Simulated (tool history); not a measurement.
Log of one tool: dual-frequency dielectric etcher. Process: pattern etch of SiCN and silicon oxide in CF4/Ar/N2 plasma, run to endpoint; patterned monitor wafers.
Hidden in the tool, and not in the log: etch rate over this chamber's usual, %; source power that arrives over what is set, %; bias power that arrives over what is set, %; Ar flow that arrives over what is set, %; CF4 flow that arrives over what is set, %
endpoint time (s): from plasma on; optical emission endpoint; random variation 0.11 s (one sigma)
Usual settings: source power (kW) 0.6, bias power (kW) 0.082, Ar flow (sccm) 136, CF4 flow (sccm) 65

run   hour  source power (kW)  bias power (kW)  Ar flow (sccm)  CF4 flow (sccm)  wafers since the last listed run  hours since the last wet clean  hours since the last source power generator calibration  hours since the last bias power generator calibration  hours since the last Ar flow controller change  hours since the last CF4 flow controller change  hours since the last upper electrode change  incoming incoming film thickness, nm  endpoint time (s)
  1      0                0.6            0.082             136               65                                 0                           468.7                                                   4668.3                                                 4869.2                                          1445.3                                           4250.1                                         4256                                 15.71                 15
  2   23.6                0.6            0.082             136               65                               472                           492.3                                                   4691.9                                                 4892.8                                          1468.9                                           4273.7                                       4279.6                                 15.65               14.7
  3   40.3                0.6            0.082             136               65                               334                             509                                                   4708.6                                                 4909.5                                          1485.6                                           4290.4                                       4296.3                                 15.66               14.9
  4   66.4                0.6            0.082             136               65                               522                           535.1                                                   4734.7                                                 4935.6                                          1511.7                                           4316.5                                       4322.4                                  15.7               14.8
  5   93.2                0.6            0.082             136               65                               536                           561.9                                                   4761.5                                                 4962.4                                          1538.5                                           4343.3                                       4349.2                                 15.66               14.8
  6  106.6                0.6            0.082             136               65                               268                           575.3                                                   4774.9                                                 4975.8                                          1551.9                                           4356.7                                       4362.6                                 15.73               14.8
     136.2  -- bias power generator calibrated
  7  139.4                0.6            0.082             136               65                               576                           608.1                                                   4807.7                                                    3.2                                          1584.7                                           4389.5                                       4395.4                                 15.68               14.6
     153.1  -- source power generator calibrated
     159.2  -- Ar flow controller replaced
  8  160.4                0.6            0.097             112               65                               220                           629.1                                                      7.3                                                   24.2                                             1.2                                           4410.5                                       4416.4                                 15.56               13.4
     186.6  -- upper electrode replaced
  9  200.8                0.6            0.082             136               65                               328                           669.5                                                     47.7                                                   64.6                                            41.6                                           4450.9                                         14.2                                 16.01                 15
 10  228.8                0.6            0.082             136               70                               560                           697.5                                                     75.7                                                   92.6                                            69.6                                           4478.9                                         42.2                                 15.63               14.4
     266.6  -- wet clean of the chamber
 11  267.1                0.6            0.082             136               65                               286                             0.5                                                      114                                                  130.9                                           107.9                                           4517.2                                         80.5                                 15.74               15.5
 12  272.7                0.6             0.09             136               76                               112                             6.1                                                    119.6                                                  136.5                                           113.5                                           4522.8                                         86.1                                 15.66               14.5
 13  294.3                0.6            0.065             136               65                               432                            27.7                                                    141.2                                                  158.1                                           135.1                                           4544.4                                        107.7                                  15.7               17.1
     318.3  -- CF4 flow controller replaced
 14  399.1               0.48            0.068             146               56                              1979                           132.5                                                      246                                                  262.9                                           239.9                                             80.8                                        212.5                                 15.67               20.6
 15  434.4               0.69            0.082             136               73                               707                           167.8                                                    281.3                                                  298.2                                           275.2                                            116.1                                        247.8                                 15.73               13.3

Forecast each of these 3 alternatives for the next run:
  A  434.8                0.6            0.082             136               78                                 8                           168.2                                                    281.7                                                  298.6                                           275.6                                            116.5                                        248.2                                 15.57                  ?
  B  434.8                0.6            0.082             122               58                                 8                           168.2                                                    281.7                                                  298.6                                           275.6                                            116.5                                        248.2                                 15.57                  ?
  C  434.8                0.5            0.076             136               65                                 8                           168.2                                                    281.7                                                  298.6                                           275.6                                            116.5                                        248.2                                 15.57                  ?

run  endpoint time (s)
  A               14.6
  B               15.4
  C                 18
Without the tool's hidden state the same runs would have given:
run  endpoint time (s)
  A               14.9
  B               15.7
  C               18.4

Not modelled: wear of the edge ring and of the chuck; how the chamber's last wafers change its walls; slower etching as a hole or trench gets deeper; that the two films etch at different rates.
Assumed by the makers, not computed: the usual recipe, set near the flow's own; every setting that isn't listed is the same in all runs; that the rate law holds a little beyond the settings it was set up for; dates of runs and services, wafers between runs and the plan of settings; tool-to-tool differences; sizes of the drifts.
